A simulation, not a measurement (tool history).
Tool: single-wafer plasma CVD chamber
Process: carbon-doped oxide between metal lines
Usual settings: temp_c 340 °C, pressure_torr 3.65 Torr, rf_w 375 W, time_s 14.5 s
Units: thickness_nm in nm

| run | hour | temp_c | pressure_torr | rf_w | time_s | wafers since the last listed run | hours since the last thermocouple change | hours since the last RF generator calibration | hours since the last manometer calibration | hours since the showerhead was replaced | hours since the gauge calibration | read-back reference wafer on the same gauge, thickness_nm | thickness_nm |
|---|---|---|---|---|---|---|---|---|---|---|---|---|---|
| 1 | 0 | 347 | 3.65 | 330 | 14.5 | 0 | 902.3 | 1010.2 | 838.6 | 4720.4 | 74.7 | 58.046 | 52.4 |
| 2 | 13.1 | 347 | 3.65 | 330 | 14.5 | 363 | 915.4 | 1023.3 | 851.7 | 4733.5 | 87.8 | 57.992 | 52.31 |
| 3 | 30.6 | 340 | 3.65 | 375 | 12.5 | 485 | 932.9 | 1040.8 | 869.2 | 4751 | 105.3 | 57.976 | 52.076 |
| 4 | 36.9 | 340 | 3.65 | 375 | 12.5 | 174 | 939.2 | 1047.1 | 875.5 | 4757.3 | 111.6 | 58.021 | 51.498 |
| 5 | 47.8 | 340 | 3.2 | 375 | 14.5 | 302 | 950.1 | 1058 | 886.4 | 4768.2 | 122.5 | 58.001 | 59.153 |
| 6 | 55.7 | 340 | 3.65 | 375 | 14.5 | 219 | 958 | 1065.9 | 894.3 | 4776.1 | 130.4 | 57.984 | 59.621 |
| 7 | 70.8 | 334 | 3.2 | 305 | 17.4 | 419 | 973.1 | 1081 | 909.4 | 4791.2 | 145.5 | 58.018 | 60.538 |
| 8 | 87.4 | 331 | 3.08 | 375 | 14.5 | 460 | 989.7 | 1097.6 | 926 | 4807.8 | 162.1 | 58.004 | 61.025 |
| 9 | 99.9 | 347 | 3.65 | 375 | 14.5 | 346 | 1002.2 | 1110.1 | 938.5 | 4820.3 | 174.6 | 58.022 | 58.642 |
|  | 114.7 | thermocouple changed; heater temperature recalibrated |
| 10 | 115.2 | 340 | 4.33 | 375 | 16 | 202 | 0.5 | 1125.4 | 953.8 | 4835.6 | 189.9 | 57.975 | 67.252 |
| 11 | 130.9 | 340 | 2.85 | 375 | 12.7 | 435 | 16.2 | 1141.1 | 969.5 | 4851.3 | 205.6 | 57.996 | 51.552 |
| 12 | 142.7 | 347 | 3.96 | 410 | 14.5 | 327 | 28 | 1152.9 | 981.3 | 4863.1 | 217.4 | 58.007 | 63.421 |
| 13 | 157.4 | 340 | 3.65 | 375 | 14.5 | 407 | 42.7 | 1167.6 | 996 | 4877.8 | 232.1 | 58.013 | 59.718 |
| 14 | 169.3 | 340 | 3.65 | 375 | 14.5 | 330 | 54.6 | 1179.5 | 1007.9 | 4889.7 | 244 | 57.993 | 60.036 |
|  | 180.3 | RF generator calibrated |
| 15 | 187.2 | 340 | 3.65 | 375 | 14.5 | 274 | 72.5 | 6.9 | 1025.8 | 4907.6 | 261.9 | 58.002 | 59.911 |
|  | 206.7 | capacitance manometer re-zeroed and calibrated |
|  | 229.3 | showerhead replaced |
| 16 | 237.6 | 340 | 3.65 | 375 | 14.5 | 954 | 122.9 | 57.3 | 30.9 | 8.3 | 312.3 | 58.037 | 59.974 |
| 17 | 251 | 347 | 3.96 | 410 | 14.5 | 371 | 136.3 | 70.7 | 44.3 | 21.7 | 325.7 | 57.997 | 63.504 |
| 18 | 257.7 | 340 | 3.65 | 340 | 14.5 | 185 | 143 | 77.4 | 51 | 28.4 | 332.4 | 57.978 | 55.13 |
| 19 | 271.4 | 340 | 4.54 | 375 | 12 | 380 | 156.7 | 91.1 | 64.7 | 42.1 | 346.1 | 57.991 | 51.331 |
|  | 275.8 | gauge calibrated |
| 20 | 277.8 | 331 | 3.65 | 375 | 14.5 | 177 | 163.1 | 97.5 | 71.1 | 48.5 | 2 | 58.007 | 62.061 |
| 21 | 294.5 | 352 | 2.9 | 345 | 16.3 | 463 | 179.8 | 114.2 | 87.8 | 65.2 | 18.7 | 58 | 58.768 |
| 22 | 306.4 | 340 | 3.65 | 375 | 14.5 | 330 | 191.7 | 126.1 | 99.7 | 77.1 | 30.6 | 58.014 | 59.881 |
| 23 | 340.5 | 340 | 3.65 | 375 | 14.5 | 946 | 225.8 | 160.2 | 133.8 | 111.2 | 64.7 | 57.984 | 59.694 |
| 24 | 351.8 | 340 | 3.65 | 375 | 14.5 | 313 | 237.1 | 171.5 | 145.1 | 122.5 | 76 | 58.042 | 60.097 |
| 25 | 360.1 | 354 | 4.53 | 310 | 15.9 | 230 | 245.4 | 179.8 | 153.4 | 130.8 | 84.3 | 58.009 | 54.637 |
| 26 | 367.1 | 326 | 3.07 | 375 | 12.5 | 194 | 252.4 | 186.8 | 160.4 | 137.8 | 91.3 | 57.988 | 53.815 |
| 27 | 383.4 | 328 | 4.35 | 395 | 16.4 | 452 | 268.7 | 203.1 | 176.7 | 154.1 | 107.6 | 58.002 | 75.232 |
| 28 | 397.7 | 340 | 3.65 | 375 | 16.6 | 396 | 283 | 217.4 | 191 | 168.4 | 121.9 | 57.991 | 68.491 |

Run 29 comes next. What will it give?
| 29 | 410.6 | 351 | 3.65 | 375 | 14.5 | 358 | 295.9 | 230.3 | 203.9 | 181.3 | 134.8 | ? | ? |

{"run 29": {"read-back reference wafer on the same gauge, thickness_nm": 58.011, "thickness_nm": 57.774}}
Without the tool's hidden state the same run would have given thickness_nm 57.774 nm.

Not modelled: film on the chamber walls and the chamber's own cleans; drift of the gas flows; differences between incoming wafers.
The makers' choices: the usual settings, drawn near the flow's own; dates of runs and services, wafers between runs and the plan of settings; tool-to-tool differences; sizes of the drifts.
